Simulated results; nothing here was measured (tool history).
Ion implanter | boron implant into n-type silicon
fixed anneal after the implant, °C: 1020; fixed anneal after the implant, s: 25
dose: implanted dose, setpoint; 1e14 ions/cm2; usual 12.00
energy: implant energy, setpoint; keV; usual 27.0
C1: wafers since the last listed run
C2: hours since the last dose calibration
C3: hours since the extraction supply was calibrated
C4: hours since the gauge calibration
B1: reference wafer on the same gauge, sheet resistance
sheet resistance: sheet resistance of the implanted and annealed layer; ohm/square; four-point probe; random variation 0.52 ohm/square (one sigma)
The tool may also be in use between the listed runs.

Run 1, day 0.000: usual settings but energy 22.0 keV; C1 0; C2 1477.5; C3 1991.4; C4 296.3; B1 112.35. Result: sheet resistance 99.45 ohm/square.
Run 2, day 1.004: usual settings but energy 22.0 keV; C1 414; C2 1501.6; C3 2015.5; C4 320.4; B1 112.42. Result: sheet resistance 98.46 ohm/square.
Run 3, day 1.704: usual settings; C1 288; C2 1518.4; C3 2032.3; C4 337.2; B1 112.35. Result: sheet resistance 99.19 ohm/square.
Run 4, day 2.479: usual settings; C1 319; C2 1537.0; C3 2050.9; C4 355.8; B1 112.35. Result: sheet resistance 98.53 ohm/square.
Run 5, day 3.404: usual settings; C1 381; C2 1559.2; C3 2073.1; C4 378.0; B1 112.58. Result: sheet resistance 98.11 ohm/square.
Run 6, day 4.008: usual settings but energy 19.5 keV; C1 249; C2 1573.7; C3 2087.6; C4 392.5; B1 112.54. Result: sheet resistance 100.89 ohm/square.
Run 7, day 4.792: usual settings but energy 19.5 keV; C1 323; C2 1592.5; C3 2106.4; C4 411.3; B1 112.42. Result: sheet resistance 100.44 ohm/square.
Run 8, day 5.554: usual settings but energy 19.5 keV; C1 314; C2 1610.8; C3 2124.7; C4 429.6; B1 112.29. Result: sheet resistance 101.32 ohm/square.
Run 9, day 6.654: usual settings but dose 11.09 1e14 ions/cm2; C1 454; C2 1637.2; C3 2151.1; C4 456.0; B1 112.58. Result: sheet resistance 104.19 ohm/square.
Run 10, day 10.571: usual settings but dose 11.09 1e14 ions/cm2; C1 1616; C2 1731.2; C3 2245.1; C4 550.0; B1 112.25. Result: sheet resistance 104.97 ohm/square.
Run 11, day 11.175: usual settings but dose 13.77 1e14 ions/cm2; C1 249; C2 1745.7; C3 2259.6; C4 564.5; B1 112.30. Result: sheet resistance 87.74 ohm/square.
Run 12, day 11.904: usual settings but dose 13.77 1e14 ions/cm2; C1 301; C2 1763.2; C3 2277.1; C4 582.0; B1 112.27. Result: sheet resistance 87.04 ohm/square.
Run 13, day 13.308: usual settings but dose 13.77 1e14 ions/cm2; C1 579; C2 1796.9; C3 2310.8; C4 615.7; B1 112.38. Result: sheet resistance 86.58 ohm/square.
Run 14, day 13.967: usual settings but energy 30.5 keV; C1 271; C2 1812.7; C3 2326.6; C4 631.5; B1 112.37. Result: sheet resistance 98.31 ohm/square.
Run 15, day 14.750: usual settings; C1 323; C2 1831.5; C3 2345.4; C4 650.3; B1 112.31. Result: sheet resistance 97.75 ohm/square.
Run 16, day 17.046: usual settings but energy 33.0 keV; C1 947; C2 1886.6; C3 2400.5; C4 705.4; B1 112.38. Result: sheet resistance 96.93 ohm/square.
Run 17, day 17.896: usual settings; C1 350; C2 1907.0; C3 2420.9; C4 725.8; B1 112.42. Result: sheet resistance 97.76 ohm/square.
Run 18, day 19.154: usual settings; C1 519; C2 1937.2; C3 2451.1; C4 756.0; B1 112.38. Result: sheet resistance 97.38 ohm/square.
Run 19, day 20.617: usual settings but energy 19.5 keV; C1 603; C2 1972.3; C3 2486.2; C4 791.1; B1 112.41. Result: sheet resistance 100.76 ohm/square.
Run 20, day 23.879: usual settings but dose 14.98 1e14 ions/cm2, energy 20.0 keV; C1 1346; C2 2050.6; C3 2564.5; C4 869.4; B1 112.44. Result: sheet resistance 84.60 ohm/square.
At day 24.196: gauge calibrated.
Run 21, day 25.342: usual settings but dose 10.17 1e14 ions/cm2, energy 33.0 keV; C1 603; C2 2085.7; C3 2599.6; C4 27.5; B1 112.38. Result: sheet resistance 112.01 ohm/square.
Run 22, day 25.854: usual settings but dose 10.48 1e14 ions/cm2, energy 23.5 keV; C1 211; C2 2098.0; C3 2611.9; C4 39.8; B1 112.44. Result: sheet resistance 110.98 ohm/square.
Run 23, day 26.512: usual settings; C1 271; C2 2113.8; C3 2627.7; C4 55.6; B1 112.40. Result: sheet resistance 97.30 ohm/square.
Run 24, day 27.454: usual settings; C1 388; C2 2136.4; C3 2650.3; C4 78.2; B1 112.29. Result: sheet resistance 97.83 ohm/square.
Run 25, day 28.050: usual settings; C1 245; C2 2150.7; C3 2664.6; C4 92.5; B1 112.37. Result: sheet resistance 98.20 ohm/square.
At day 28.817: Faraday cup replaced and dose calibrated.
Run 26, day 29.529: usual settings; C1 473; C2 17.1; C3 2700.1; C4 128.0; B1 112.34. Result: sheet resistance 97.14 ohm/square.
Run 27, day 32.321: usual settings but energy 30.5 keV; C1 1152; C2 84.1; C3 2767.1; C4 195.0; B1 112.32. Result: sheet resistance 96.81 ohm/square.
At day 35.367: extraction supply calibrated.
Run 28, day 36.408: usual settings but dose 14.64 1e14 ions/cm2, energy 29.5 keV; C1 1549; C2 182.2; C3 25.0; C4 293.1; B1 112.29. Result: sheet resistance 82.82 ohm/square.
Run 29, day 37.104: usual settings but dose 9.17 1e14 ions/cm2, energy 36.5 keV; C1 287; C2 198.9; C3 41.7; C4 309.8; B1 112.59. Result: sheet resistance 119.58 ohm/square.
Run 30, day 38.271: usual settings; C1 481; C2 226.9; C3 69.7; C4 337.8; B1 112.60. Result: sheet resistance 98.12 ohm/square.
Run 31, day 39.258: usual settings but dose 15.21 1e14 ions/cm2, energy 32.0 keV; C1 407; C2 250.6; C3 93.4; C4 361.5; B1 112.49. Result: sheet resistance 78.92 ohm/square.
Run 32, day 40.675: usual settings but dose 13.03 1e14 ions/cm2; C1 584; C2 284.6; C3 127.4; C4 395.5; B1 112.33. Result: sheet resistance 90.52 ohm/square.

Run 33 comes next. What will it give?
Run 33, day 41.721: usual settings but dose 8.96 1e14 ions/cm2, energy 22.0 keV; C1 431; C2 309.7; C3 152.5; C4 420.6; B1 ?. Result: sheet resistance ?.

{"run 33": {"B1": 112.46, "sheet resistance": 126.93}}
Without the tool's hidden state the same run would have given sheet resistance 126.93 ohm/square.

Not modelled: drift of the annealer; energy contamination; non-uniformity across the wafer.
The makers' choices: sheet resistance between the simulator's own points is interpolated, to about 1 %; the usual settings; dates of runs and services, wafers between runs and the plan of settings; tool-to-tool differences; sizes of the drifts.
